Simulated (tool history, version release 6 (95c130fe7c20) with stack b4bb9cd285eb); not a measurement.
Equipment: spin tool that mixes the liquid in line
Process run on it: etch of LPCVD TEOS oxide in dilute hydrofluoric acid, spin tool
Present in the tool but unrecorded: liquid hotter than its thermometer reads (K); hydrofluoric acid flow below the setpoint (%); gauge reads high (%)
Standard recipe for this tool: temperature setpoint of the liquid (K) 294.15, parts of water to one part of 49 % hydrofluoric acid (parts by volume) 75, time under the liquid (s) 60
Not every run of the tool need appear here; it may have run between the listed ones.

| run | day | temperature setpoint of the liquid (K) | parts of water to one part of 49 % hydrofluoric acid (parts by volume) | time under the liquid (s) | wafers since the last listed run | hours since the thermometer was replaced | hours since the hydrofluoric acid flow meter was replaced | hours since the gauge calibration | read-back film thickness of the LPCVD TEOS oxide reference wafer, read on the same gauge (nm) | thickness taken off the LPCVD TEOS oxide on a monitor wafer (nm) |
|---|---|---|---|---|---|---|---|---|---|---|
| 1 | 0.000 | 294.15 | 75 | 60 | 0 | 716.2 | 411.1 | 469.7 | 69.97 | 46.98 |
| 2 | 3.688 | 297.65 | 75 | 60 | 1122 | 804.7 | 499.6 | 558.2 | 70.03 | 54.46 |
| 3 | 14.321 | 297.65 | 75 | 60 | 3237 | 1059.9 | 754.8 | 813.4 | 70.01 | 54.50 |
| 4 | 16.083 | 294.15 | 75 | 60 | 536 | 1102.2 | 797.1 | 855.7 | 70.00 | 46.68 |
| 5 | 18.692 | 294.15 | 75 | 60 | 794 | 1164.8 | 859.7 | 918.3 | 70.00 | 46.59 |
| 6 | 23.067 | 294.15 | 75 | 60 | 1331 | 1269.8 | 964.7 | 1023.3 | 69.99 | 46.12 |
| 7 | 25.062 | 294.15 | 75 | 60 | 607 | 1317.7 | 1012.6 | 1071.2 | 70.01 | 46.50 |
|  | 26.042 | hydrofluoric acid flow meter replaced |
| 8 | 28.200 | 294.15 | 75 | 60 | 942 | 1393.0 | 51.8 | 1146.5 | 70.00 | 46.73 |
| 9 | 30.854 | 294.15 | 75 | 60 | 808 | 1456.7 | 115.5 | 1210.2 | 70.02 | 46.71 |
| 10 | 34.367 | 294.15 | 75 | 60 | 1069 | 1541.0 | 199.8 | 1294.5 | 69.99 | 46.66 |
| 11 | 37.454 | 294.15 | 75 | 60 | 939 | 1615.1 | 273.9 | 1368.6 | 69.99 | 46.40 |
| 12 | 41.338 | 294.15 | 95 | 60 | 1182 | 1708.3 | 367.1 | 1461.8 | 69.99 | 35.90 |
|  | 42.388 | gauge calibrated |
| 13 | 43.654 | 294.15 | 75 | 60 | 705 | 1763.9 | 422.7 | 30.4 | 69.99 | 46.09 |
| 14 | 45.162 | 290.15 | 45 | 30 | 459 | 1800.1 | 458.9 | 66.6 | 69.99 | 34.32 |
| 15 | 48.083 | 290.15 | 90 | 80 | 889 | 1870.2 | 529.0 | 136.7 | 70.02 | 42.49 |
| 16 | 51.138 | 294.15 | 95 | 35 | 929 | 1943.5 | 602.3 | 210.0 | 70.01 | 21.12 |
| 17 | 55.621 | 294.15 | 75 | 90 | 1364 | 2051.1 | 709.9 | 317.6 | 70.01 | 71.30 |
|  | 59.096 | thermometer replaced |
| 18 | 59.788 | 294.15 | 75 | 60 | 1255 | 16.6 | 809.9 | 417.6 | 69.99 | 46.43 |
| 19 | 62.058 | 294.15 | 75 | 60 | 691 | 71.1 | 864.4 | 472.1 | 70.00 | 46.91 |
| 20 | 66.504 | 290.15 | 75 | 85 | 1353 | 177.8 | 971.1 | 578.8 | 70.03 | 55.90 |
|  | 68.700 | hydrofluoric acid flow meter replaced |
| 21 | 69.575 | 294.15 | 75 | 60 | 922 | 251.5 | 21.0 | 652.5 | 69.99 | 46.97 |
| 22 | 72.842 | 294.15 | 85 | 60 | 994 | 329.9 | 99.4 | 730.9 | 70.00 | 40.58 |
| 23 | 77.062 | 299.15 | 75 | 60 | 1284 | 431.2 | 200.7 | 832.2 | 69.99 | 55.98 |
| 24 | 79.304 | 296.15 | 65 | 35 | 682 | 485.0 | 254.5 | 886.0 | 70.00 | 34.41 |

Each row is a separate what-if for the run after 24, all from the same tool condition, not one after another. Results?
| A | 79.321 | 294.15 | 75 | 45 | 5 | 485.4 | 254.9 | 886.4 | ? | ? |
| B | 79.321 | 294.15 | 75 | 50 | 5 | 485.4 | 254.9 | 886.4 | ? | ? |
| C | 79.321 | 298.15 | 75 | 60 | 5 | 485.4 | 254.9 | 886.4 | ? | ? |

| run | read-back film thickness of the LPCVD TEOS oxide reference wafer, read on the same gauge (nm) | thickness taken off the LPCVD TEOS oxide on a monitor wafer (nm) |
|---|---|---|
| A | 70.00 | 34.75 |
| B | 70.00 | 38.61 |
| C | 70.00 | 54.53 |
What these runs would have given with no unlogged condition in the tool:
| run | thickness taken off the LPCVD TEOS oxide on a monitor wafer (nm) |
|---|---|
| A | 34.75 |
| B | 38.61 |
| C | 54.53 |

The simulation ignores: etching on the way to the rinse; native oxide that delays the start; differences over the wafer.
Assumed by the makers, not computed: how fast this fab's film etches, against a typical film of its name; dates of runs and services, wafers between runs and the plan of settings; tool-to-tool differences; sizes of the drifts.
